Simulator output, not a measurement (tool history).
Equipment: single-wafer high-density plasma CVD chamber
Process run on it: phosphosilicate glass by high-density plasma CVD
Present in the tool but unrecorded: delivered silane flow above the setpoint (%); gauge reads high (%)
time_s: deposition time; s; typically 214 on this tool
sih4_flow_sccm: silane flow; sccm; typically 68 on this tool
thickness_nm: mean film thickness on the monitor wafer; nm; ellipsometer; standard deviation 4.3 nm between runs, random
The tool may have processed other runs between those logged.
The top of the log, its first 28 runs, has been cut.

run,hour,time_s,sih4_flow_sccm,wafers since the last listed run,hours since the silane flow controller was replaced,hours since the gauge calibration,"read-back reference wafer on the same gauge, thickness_nm",thickness_nm
# hour 1285.4: silane flow controller replaced
29,1287.3,187,68,167,1.9,58.2,1569.138,1197.679
30,1321.4,214,68,333,36.0,92.3,1569.593,1367.377
31,1385.6,253,80,627,100.2,156.5,1569.876,1916.250
32,1439.2,214,68,523,153.8,210.1,1569.504,1370.013
33,1481.0,214,63,408,195.6,251.9,1569.744,1271.110
34,1542.1,200,63,597,256.7,313.0,1569.339,1181.421
35,1567.8,181,57,251,282.4,338.7,1570.854,970.685
36,1634.4,196,68,650,349.0,405.3,1570.233,1258.011
37,1678.0,240,68,426,392.6,448.9,1568.500,1539.991

Consider 3 possible next runs. They are alternatives, not a sequence: every one starts from the tool as it was left by run 37. What does each give?
A,1678.5,214,68,4,393.1,449.4,?,?
B,1678.5,240,75,4,393.1,449.4,?,?
C,1678.5,178,77,4,393.1,449.4,?,?

run,"read-back reference wafer on the same gauge, thickness_nm",thickness_nm
A,1569.390,1375.285
B,1569.390,1701.150
C,1569.390,1295.331
Take away the tool's hidden state, keep each run's random variation, and the runs would have read:
run,thickness_nm
A,1374.150
B,1699.746
C,1294.262
